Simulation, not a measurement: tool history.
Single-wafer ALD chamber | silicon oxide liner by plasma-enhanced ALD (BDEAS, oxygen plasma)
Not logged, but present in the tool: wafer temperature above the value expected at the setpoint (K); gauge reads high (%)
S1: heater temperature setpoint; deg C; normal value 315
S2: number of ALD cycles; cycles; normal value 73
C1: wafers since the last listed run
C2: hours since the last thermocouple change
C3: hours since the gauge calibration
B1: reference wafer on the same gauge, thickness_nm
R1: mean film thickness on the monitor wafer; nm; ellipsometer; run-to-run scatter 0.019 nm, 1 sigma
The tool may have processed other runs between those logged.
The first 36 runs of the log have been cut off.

run 37 day=17.512 | S1=325 S2=61 | C1=97 C2=79.1 C3=227.1 | B1=7.44 | R1=6.271
run 38 day=18.133 | S1=315 S2=66 | C1=90 C2=94 C3=242 | B1=7.441 | R1=6.894
run 39 day=18.454 | S1=315 S2=73 | C1=46 C2=101.7 C3=249.7 | B1=7.447 | R1=7.606
run 40 day=19.133 | S1=301 S2=81 | C1=98 C2=118 C3=266 | B1=7.448 | R1=8.679
run 41 day=20.479 | S1=315 S2=73 | C1=195 C2=150.3 C3=298.3 | B1=7.443 | R1=7.646
run 42 day=20.971 | S1=328 S2=86 | C1=71 C2=162.1 C3=310.1 | B1=7.437 | R1=8.796
-- day=21.217 gauge calibrated
run 43 day=21.304 | S1=315 S2=62 | C1=48 C2=170.1 C3=2.1 | B1=7.357 | R1=6.421
run 44 day=21.908 | S1=328 S2=64 | C1=87 C2=184.6 C3=16.6 | B1=7.372 | R1=6.467

Branching from run 44: 5 alternative next runs. What would each branch give?
run A day=21.929 | S1=315 S2=73 | C1=3 C2=185.1 C3=17.1 | B1=? | R1=?
run B day=21.929 | S1=315 S2=86 | C1=3 C2=185.1 C3=17.1 | B1=? | R1=?
run C day=21.929 | S1=325 S2=73 | C1=3 C2=185.1 C3=17.1 | B1=? | R1=?
run D day=21.929 | S1=326 S2=73 | C1=3 C2=185.1 C3=17.1 | B1=? | R1=?
run E day=21.929 | S1=323 S2=73 | C1=3 C2=185.1 C3=17.1 | B1=? | R1=?

run=A B1=7.366 R1=7.535
run=B B1=7.366 R1=8.877
run=C B1=7.366 R1=7.413
run=D B1=7.366 R1=7.4
run=E B1=7.366 R1=7.437
Take away the tool's hidden state, keep each run's random variation, and the runs would have read:
run=A R1=7.517
run=B R1=8.856
run=C R1=7.395
run=D R1=7.383
run=E R1=7.42

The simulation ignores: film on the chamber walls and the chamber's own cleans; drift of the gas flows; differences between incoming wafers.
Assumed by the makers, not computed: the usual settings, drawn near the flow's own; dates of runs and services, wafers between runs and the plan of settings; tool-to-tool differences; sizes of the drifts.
